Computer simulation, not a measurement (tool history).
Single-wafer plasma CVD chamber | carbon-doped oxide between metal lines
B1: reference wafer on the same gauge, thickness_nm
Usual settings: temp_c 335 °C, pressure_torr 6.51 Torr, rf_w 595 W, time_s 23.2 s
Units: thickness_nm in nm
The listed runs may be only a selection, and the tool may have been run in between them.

{"run": 1, "hour": 0.0, "temp_c": 335, "pressure_torr": 6.51, "rf_w": 595, "time_s": 23.2, "B1": 151.001, "thickness_nm": 151.942}
{"run": 2, "hour": 13.7, "temp_c": 335, "pressure_torr": 6.51, "rf_w": 595, "time_s": 23.2, "B1": 151.222, "thickness_nm": 151.616}
{"run": 3, "hour": 48.5, "temp_c": 335, "pressure_torr": 6.51, "rf_w": 595, "time_s": 23.2, "B1": 151.437, "thickness_nm": 151.978}
{"run": 4, "hour": 65.4, "temp_c": 335, "pressure_torr": 6.51, "rf_w": 595, "time_s": 23.2, "B1": 151.484, "thickness_nm": 152.027}
{"run": 5, "hour": 87.5, "temp_c": 335, "pressure_torr": 6.51, "rf_w": 595, "time_s": 23.2, "B1": 151.519, "thickness_nm": 152.298}
{"run": 6, "hour": 118.4, "temp_c": 335, "pressure_torr": 6.51, "rf_w": 595, "time_s": 23.2, "B1": 151.858, "thickness_nm": 152.346}
{"run": 7, "hour": 153.7, "temp_c": 335, "pressure_torr": 6.51, "rf_w": 595, "time_s": 23.2, "B1": 151.983, "thickness_nm": 154.121}
{"run": 8, "hour": 177.8, "temp_c": 335, "pressure_torr": 6.51, "rf_w": 595, "time_s": 23.2, "B1": 152.043, "thickness_nm": 152.963}
{"run": 9, "hour": 195.9, "temp_c": 335, "pressure_torr": 7.42, "rf_w": 595, "time_s": 23.2, "B1": 152.254, "thickness_nm": 155.334}
{"run": 10, "hour": 223.5, "temp_c": 335, "pressure_torr": 7.42, "rf_w": 595, "time_s": 23.2, "B1": 152.289, "thickness_nm": 154.576}
{"hour": 235.9, "done": "thermocouple changed; heater temperature recalibrated"}
{"run": 11, "hour": 245.2, "temp_c": 335, "pressure_torr": 6.51, "rf_w": 595, "time_s": 23.2, "B1": 152.443, "thickness_nm": 153.355}
{"hour": 256.7, "done": "gauge calibrated"}
{"hour": 258.8, "done": "capacitance manometer re-zeroed and calibrated"}
{"run": 12, "hour": 275.6, "temp_c": 343, "pressure_torr": 7.91, "rf_w": 505, "time_s": 23.2, "B1": 150.815, "thickness_nm": 135.406}
{"run": 13, "hour": 302.3, "temp_c": 335, "pressure_torr": 6.51, "rf_w": 595, "time_s": 24.9, "B1": 151.189, "thickness_nm": 162.25}
{"run": 14, "hour": 327.4, "temp_c": 335, "pressure_torr": 6.51, "rf_w": 595, "time_s": 23.2, "B1": 151.42, "thickness_nm": 151.738}
{"hour": 355.2, "done": "showerhead replaced"}
{"run": 15, "hour": 355.7, "temp_c": 335, "pressure_torr": 6.51, "rf_w": 535, "time_s": 23.2, "B1": 151.501, "thickness_nm": 143.089}
{"run": 16, "hour": 371.8, "temp_c": 335, "pressure_torr": 5.58, "rf_w": 595, "time_s": 23.2, "B1": 151.642, "thickness_nm": 150.311}
{"run": 17, "hour": 401.9, "temp_c": 329, "pressure_torr": 6.51, "rf_w": 595, "time_s": 27.0, "B1": 151.72, "thickness_nm": 180.688}
{"hour": 433.8, "done": "RF generator calibrated"}
{"run": 18, "hour": 435.8, "temp_c": 322, "pressure_torr": 7.69, "rf_w": 550, "time_s": 27.8, "B1": 151.897, "thickness_nm": 184.207}
{"run": 19, "hour": 449.0, "temp_c": 335, "pressure_torr": 6.51, "rf_w": 595, "time_s": 23.2, "B1": 151.883, "thickness_nm": 152.686}
{"run": 20, "hour": 484.4, "temp_c": 335, "pressure_torr": 6.51, "rf_w": 515, "time_s": 23.2, "B1": 152.227, "thickness_nm": 141.188}
{"run": 21, "hour": 513.6, "temp_c": 331, "pressure_torr": 6.51, "rf_w": 595, "time_s": 23.2, "B1": 152.314, "thickness_nm": 154.929}
{"run": 22, "hour": 549.6, "temp_c": 335, "pressure_torr": 5.13, "rf_w": 595, "time_s": 23.2, "B1": 152.64, "thickness_nm": 150.457}

Table of differences, measured result less the result of that run with no hidden state. Run-to-run variation is the same in both. Gauge scatter possibly is not:
Hidden conditions of the tool in this case: wafer temperature above the value expected at the setpoint (K); delivered RF power above the setpoint (%); true pressure above the setpoint (%); gauge reads high (%).
run=1 thickness_nm=+0.045
run=2 thickness_nm=+0.128
run=3 thickness_nm=+0.340
run=4 thickness_nm=+0.443
run=5 thickness_nm=+0.577
run=6 thickness_nm=+0.763
run=7 thickness_nm=+0.988
run=8 thickness_nm=+1.126
run=9 thickness_nm=+1.254
run=10 thickness_nm=+1.415
run=11 thickness_nm=+1.535
run=12 thickness_nm=-0.033
run=13 thickness_nm=+0.133
run=14 thickness_nm=+0.276
run=15 thickness_nm=+0.422
run=16 thickness_nm=+0.540
run=17 thickness_nm=+0.863
run=18 thickness_nm=+1.128
run=19 thickness_nm=+1.014
run=20 thickness_nm=+1.135
run=21 thickness_nm=+1.423
run=22 thickness_nm=+1.594

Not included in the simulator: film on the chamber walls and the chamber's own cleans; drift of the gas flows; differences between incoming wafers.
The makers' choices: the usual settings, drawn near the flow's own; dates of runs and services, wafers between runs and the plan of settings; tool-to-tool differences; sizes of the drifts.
